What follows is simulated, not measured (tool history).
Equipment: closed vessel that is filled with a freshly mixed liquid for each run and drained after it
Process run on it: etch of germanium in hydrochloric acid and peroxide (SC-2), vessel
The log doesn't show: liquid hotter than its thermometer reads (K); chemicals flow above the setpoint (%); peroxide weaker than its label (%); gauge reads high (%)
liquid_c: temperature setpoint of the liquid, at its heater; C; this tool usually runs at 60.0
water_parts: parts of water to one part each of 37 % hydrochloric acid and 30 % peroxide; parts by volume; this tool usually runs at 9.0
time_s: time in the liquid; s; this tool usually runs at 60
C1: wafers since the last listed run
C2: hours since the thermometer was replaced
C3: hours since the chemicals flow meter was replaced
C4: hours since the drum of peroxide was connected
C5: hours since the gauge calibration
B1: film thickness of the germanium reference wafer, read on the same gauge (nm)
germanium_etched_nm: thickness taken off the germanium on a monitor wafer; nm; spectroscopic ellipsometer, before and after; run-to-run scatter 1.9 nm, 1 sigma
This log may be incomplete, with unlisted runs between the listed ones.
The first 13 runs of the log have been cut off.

run 14 day=16.600 | liquid_c=51.0 water_parts=5.0 time_s=70 | C1=1468 C2=165.6 C3=238.7 C4=219.8 C5=221.7 | B1=140.03 | germanium_etched_nm=210.03
run 15 day=17.438 | liquid_c=66.0 water_parts=9.0 time_s=60 | C1=1341 C2=185.7 C3=258.8 C4=239.9 C5=241.8 | B1=140.01 | germanium_etched_nm=272.20
run 16 day=18.162 | liquid_c=60.0 water_parts=5.5 time_s=85 | C1=1161 C2=203.1 C3=276.2 C4=257.3 C5=259.2 | B1=140.01 | germanium_etched_nm=334.89
run 17 day=18.883 | liquid_c=63.5 water_parts=9.0 time_s=35 | C1=1154 C2=220.4 C3=293.5 C4=274.6 C5=276.5 | B1=139.97 | germanium_etched_nm=147.24
run 18 day=19.758 | liquid_c=63.5 water_parts=9.0 time_s=60 | C1=1401 C2=241.4 C3=314.5 C4=295.6 C5=297.5 | B1=139.97 | germanium_etched_nm=251.12
run 19 day=20.496 | liquid_c=68.5 water_parts=5.5 time_s=50 | C1=1181 C2=259.1 C3=332.2 C4=313.3 C5=315.2 | B1=139.99 | germanium_etched_nm=250.46
run 20 day=21.612 | liquid_c=60.0 water_parts=9.0 time_s=95 | C1=1788 C2=285.9 C3=359.0 C4=340.1 C5=342.0 | B1=139.97 | germanium_etched_nm=358.85
-- day=22.521 new drum of peroxide connected
run 21 day=25.738 | liquid_c=55.5 water_parts=9.0 time_s=30 | C1=6541 C2=384.9 C3=458.0 C4=77.2 C5=441.0 | B1=139.98 | germanium_etched_nm=102.02
run 22 day=26.692 | liquid_c=60.0 water_parts=9.0 time_s=75 | C1=1528 C2=407.8 C3=480.9 C4=100.1 C5=463.9 | B1=139.97 | germanium_etched_nm=287.00
run 23 day=27.479 | liquid_c=54.5 water_parts=13.0 time_s=50 | C1=1261 C2=426.7 C3=499.8 C4=119.0 C5=482.8 | B1=140.00 | germanium_etched_nm=156.98
run 24 day=28.304 | liquid_c=69.5 water_parts=9.0 time_s=40 | C1=1321 C2=446.5 C3=519.6 C4=138.8 C5=502.6 | B1=139.99 | germanium_etched_nm=203.64
run 25 day=30.317 | liquid_c=60.0 water_parts=9.0 time_s=60 | C1=3224 C2=494.8 C3=567.9 C4=187.1 C5=550.9 | B1=140.00 | germanium_etched_nm=233.14
run 26 day=31.221 | liquid_c=60.0 water_parts=9.0 time_s=60 | C1=1448 C2=516.5 C3=589.6 C4=208.8 C5=572.6 | B1=139.96 | germanium_etched_nm=234.60
run 27 day=32.171 | liquid_c=51.0 water_parts=9.0 time_s=60 | C1=1521 C2=539.3 C3=612.4 C4=231.6 C5=595.4 | B1=139.97 | germanium_etched_nm=176.26
run 28 day=32.925 | liquid_c=60.0 water_parts=9.0 time_s=60 | C1=1208 C2=557.4 C3=630.5 C4=249.7 C5=613.5 | B1=140.01 | germanium_etched_nm=230.38
run 29 day=33.429 | liquid_c=65.0 water_parts=11.0 time_s=90 | C1=807 C2=569.5 C3=642.6 C4=261.8 C5=625.6 | B1=140.01 | germanium_etched_nm=398.05
run 30 day=34.854 | liquid_c=57.5 water_parts=5.5 time_s=45 | C1=2282 C2=603.7 C3=676.8 C4=296.0 C5=659.8 | B1=139.99 | germanium_etched_nm=167.88
-- day=34.929 gauge calibrated
run 31 day=35.579 | liquid_c=67.5 water_parts=6.5 time_s=85 | C1=1161 C2=621.1 C3=694.2 C4=313.4 C5=15.6 | B1=139.99 | germanium_etched_nm=424.02

Alternative continuations, all from the tool just after run 31; predict every row:
run A day=35.608 | liquid_c=60.0 water_parts=9.0 time_s=60 | C1=46 C2=621.8 C3=694.9 C4=314.1 C5=16.3 | B1=? | germanium_etched_nm=?
run B day=35.608 | liquid_c=51.5 water_parts=9.0 time_s=60 | C1=46 C2=621.8 C3=694.9 C4=314.1 C5=16.3 | B1=? | germanium_etched_nm=?
run C day=35.608 | liquid_c=56.0 water_parts=11.0 time_s=80 | C1=46 C2=621.8 C3=694.9 C4=314.1 C5=16.3 | B1=? | germanium_etched_nm=?

run=A B1=140.02 germanium_etched_nm=231.86
run=B B1=140.02 germanium_etched_nm=179.46
run=C B1=140.02 germanium_etched_nm=268.87
Without the tool's unlogged condition, the same runs would have read:
run=A germanium_etched_nm=223.69
run=B germanium_etched_nm=172.77
run=C germanium_etched_nm=259.23
